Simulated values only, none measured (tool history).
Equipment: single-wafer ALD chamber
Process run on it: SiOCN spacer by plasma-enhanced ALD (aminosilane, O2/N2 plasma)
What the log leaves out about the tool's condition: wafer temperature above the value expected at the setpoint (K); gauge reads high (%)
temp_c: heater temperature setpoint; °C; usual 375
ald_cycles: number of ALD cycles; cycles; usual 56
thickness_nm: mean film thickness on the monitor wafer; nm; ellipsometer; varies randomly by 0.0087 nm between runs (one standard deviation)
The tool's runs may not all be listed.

run,hour,temp_c,ald_cycles,wafers since the last listed run,hours since the last thermocouple change,hours since the gauge calibration,"read-back reference wafer on the same gauge, thickness_nm",thickness_nm
1,0,375,56,0,1840.1,49.1,3.199,3.472
2,18.2,375,56,85,1858.3,67.3,3.194,3.446
3,32.6,372,56,67,1872.7,81.7,3.192,3.451
4,66.2,372,56,157,1906.3,115.3,3.187,3.439
5,83.2,372,56,79,1923.3,132.3,3.182,3.434
6,110.5,375,48,128,1950.6,159.6,3.184,2.954
7,143.1,375,48,152,1983.2,192.2,3.179,2.94
# hour 155.6: thermocouple changed; heater temperature recalibrated
8,166,369,45,69,10.4,215.1,3.179,2.771
9,186.7,367,53,97,31.1,235.8,3.179,3.269
10,217.6,375,56,144,62,266.7,3.175,3.434
11,243.8,375,67,122,88.2,292.9,3.175,4.113
# hour 257.8: gauge calibrated
12,275.3,375,56,147,119.7,17.5,3.201,3.472

Estimate the outcome of run 13 from the log above:
13,297.8,381,52,105,142.2,40,?,?

read-back reference wafer on the same gauge, thickness_nm: 3.192
thickness_nm: 3.218 nm
On a tool with no hidden condition, and with the same random variation, this run would have come out at thickness_nm 3.233 nm.

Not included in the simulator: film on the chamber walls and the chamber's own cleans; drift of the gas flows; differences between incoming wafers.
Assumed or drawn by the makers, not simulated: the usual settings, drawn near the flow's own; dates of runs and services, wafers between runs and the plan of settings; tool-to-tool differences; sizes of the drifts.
